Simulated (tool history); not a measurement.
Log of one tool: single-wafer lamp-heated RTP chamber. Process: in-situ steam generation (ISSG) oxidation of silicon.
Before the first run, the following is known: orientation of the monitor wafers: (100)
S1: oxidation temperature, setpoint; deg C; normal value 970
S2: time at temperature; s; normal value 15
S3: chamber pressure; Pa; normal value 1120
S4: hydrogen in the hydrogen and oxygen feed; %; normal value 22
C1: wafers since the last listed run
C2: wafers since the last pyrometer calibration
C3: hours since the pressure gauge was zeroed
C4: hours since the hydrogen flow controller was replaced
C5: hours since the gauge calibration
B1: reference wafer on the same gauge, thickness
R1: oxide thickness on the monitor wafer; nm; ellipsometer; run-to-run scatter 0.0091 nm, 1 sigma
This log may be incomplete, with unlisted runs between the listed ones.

Run 1, hour 0.0: usual settings but S2 18 s; C1 0; C2 816; C3 2432.6; C4 1309.5; C5 161.5; B1 3.929. Result: R1 4.828 nm.
Run 2, hour 88.8: usual settings but S2 18 s; C1 1208; C2 2025; C3 2521.4; C4 1398.3; C5 250.3; B1 3.928. Result: R1 4.811 nm.
Run 3, hour 153.9: usual settings; C1 886; C2 2911; C3 2586.5; C4 1463.4; C5 315.4; B1 3.928. Result: R1 4.455 nm.
At hour 250.4: pyrometer window cleaned and pyrometer calibrated.
Run 4, hour 250.9: usual settings but S1 960 deg C, S4 18 %; C1 1211; C2 7; C3 2683.5; C4 1560.4; C5 412.4; B1 3.929. Result: R1 4.131 nm.
Run 5, hour 323.8: usual settings but S1 960 deg C, S4 18 %; C1 992; C2 999; C3 2756.4; C4 1633.3; C5 485.3; B1 3.932. Result: R1 4.119 nm.
Run 6, hour 361.1: usual settings; C1 507; C2 1507; C3 2793.7; C4 1670.6; C5 522.6; B1 3.928. Result: R1 4.452 nm.
Run 7, hour 397.5: usual settings; C1 495; C2 2002; C3 2830.1; C4 1707.0; C5 559.0; B1 3.929. Result: R1 4.453 nm.
Run 8, hour 513.6: usual settings; C1 1580; C2 3583; C3 2946.2; C4 1823.1; C5 675.1; B1 3.934. Result: R1 4.453 nm.
Run 9, hour 565.9: usual settings but S2 11 s; C1 711; C2 4295; C3 2998.5; C4 1875.4; C5 727.4; B1 3.932. Result: R1 3.934 nm.
At hour 604.7: pyrometer window cleaned and pyrometer calibrated.
Run 10, hour 687.8: usual settings; C1 1550; C2 1130; C3 3120.4; C4 1997.3; C5 849.3; B1 3.929. Result: R1 4.441 nm.
Run 11, hour 745.7: usual settings; C1 788; C2 1918; C3 3178.3; C4 2055.2; C5 907.2; B1 3.930. Result: R1 4.436 nm.
At hour 766.4: gauge calibrated.
Run 12, hour 783.5: usual settings but S3 1213 Pa; C1 514; C2 2433; C3 3216.1; C4 2093.0; C5 17.1; B1 3.930. Result: R1 4.399 nm.
Run 13, hour 824.4: usual settings but S1 960 deg C, S2 21 s, S4 32 %; C1 556; C2 2990; C3 3257.0; C4 2133.9; C5 58.0; B1 3.929. Result: R1 5.413 nm.
At hour 838.3: hydrogen flow controller replaced.
At hour 850.8: pressure gauge zeroed.
At hour 887.8: pyrometer window cleaned and pyrometer calibrated.
Run 14, hour 916.8: usual settings but S1 959 deg C, S2 10 s, S3 1280 Pa, S4 28 %; C1 931; C2 395; C3 66.0; C4 78.5; C5 150.4; B1 3.932. Result: R1 3.876 nm.
Run 15, hour 997.7: usual settings but S1 979 deg C, S4 28 %; C1 1101; C2 1496; C3 146.9; C4 159.4; C5 231.3; B1 3.929. Result: R1 4.907 nm.
Run 16, hour 1049.1: usual settings but S1 950 deg C, S3 1267 Pa; C1 699; C2 2195; C3 198.3; C4 210.8; C5 282.7; B1 3.931. Result: R1 4.179 nm.
Run 17, hour 1104.4: usual settings but S1 977 deg C, S2 12 s, S4 19 %; C1 752; C2 2948; C3 253.6; C4 266.1; C5 338.0; B1 3.929. Result: R1 4.041 nm.
Run 18, hour 1193.7: usual settings; C1 1215; C2 4164; C3 342.9; C4 355.4; C5 427.3; B1 3.930. Result: R1 4.473 nm.
At hour 1233.6: pyrometer window cleaned and pyrometer calibrated.
Run 19, hour 1282.9: usual settings but S1 957 deg C, S4 26 %; C1 1105; C2 671; C3 432.1; C4 444.6; C5 516.5; B1 3.929. Result: R1 4.490 nm.
Run 20, hour 1373.1: usual settings but S2 11 s; C1 1227; C2 1898; C3 522.3; C4 534.8; C5 606.7; B1 3.932. Result: R1 3.959 nm.
Run 21, hour 1430.3: usual settings but S3 1187 Pa; C1 778; C2 2677; C3 579.5; C4 592.0; C5 663.9; B1 3.929. Result: R1 4.457 nm.
Run 22, hour 1481.9: usual settings but S3 1173 Pa; C1 702; C2 3379; C3 631.1; C4 643.6; C5 715.5; B1 3.929. Result: R1 4.462 nm.
Run 23, hour 1518.6: usual settings but S4 25 %; C1 499; C2 3879; C3 667.8; C4 680.3; C5 752.2; B1 3.931. Result: R1 4.608 nm.
At hour 1566.3: pyrometer window cleaned and pyrometer calibrated.
Run 24, hour 1610.1: usual settings but S1 956 deg C, S2 19 s, S3 1053 Pa, S4 27 %; C1 1136; C2 596; C3 759.3; C4 771.8; C5 843.7; B1 3.930. Result: R1 4.988 nm.

Hidden state, per run?
true wafer temperature minus pyrometer reading, K: 0 in every run
true pressure minus gauge reading, Torr: 0 in every run
gauge reads high (%): 0 in every run
H1: deviation of the hydrogen flow from its setpoint, %
run      H1
  1    -1.7
  2   -2.01
  3   -2.25
  4   -2.64
  5   -2.94
  6    -3.1
  7   -3.26
  8    -3.8
  9   -4.05
 10   -4.67
 11   -4.97
 12   -5.18
 13    -5.4
 14  -0.211
 15  -0.236
 16  -0.261
 17  -0.295
 18  -0.368
 19  -0.461
 20  -0.576
 21   -0.66
 22  -0.743
 23  -0.807
 24   -0.98

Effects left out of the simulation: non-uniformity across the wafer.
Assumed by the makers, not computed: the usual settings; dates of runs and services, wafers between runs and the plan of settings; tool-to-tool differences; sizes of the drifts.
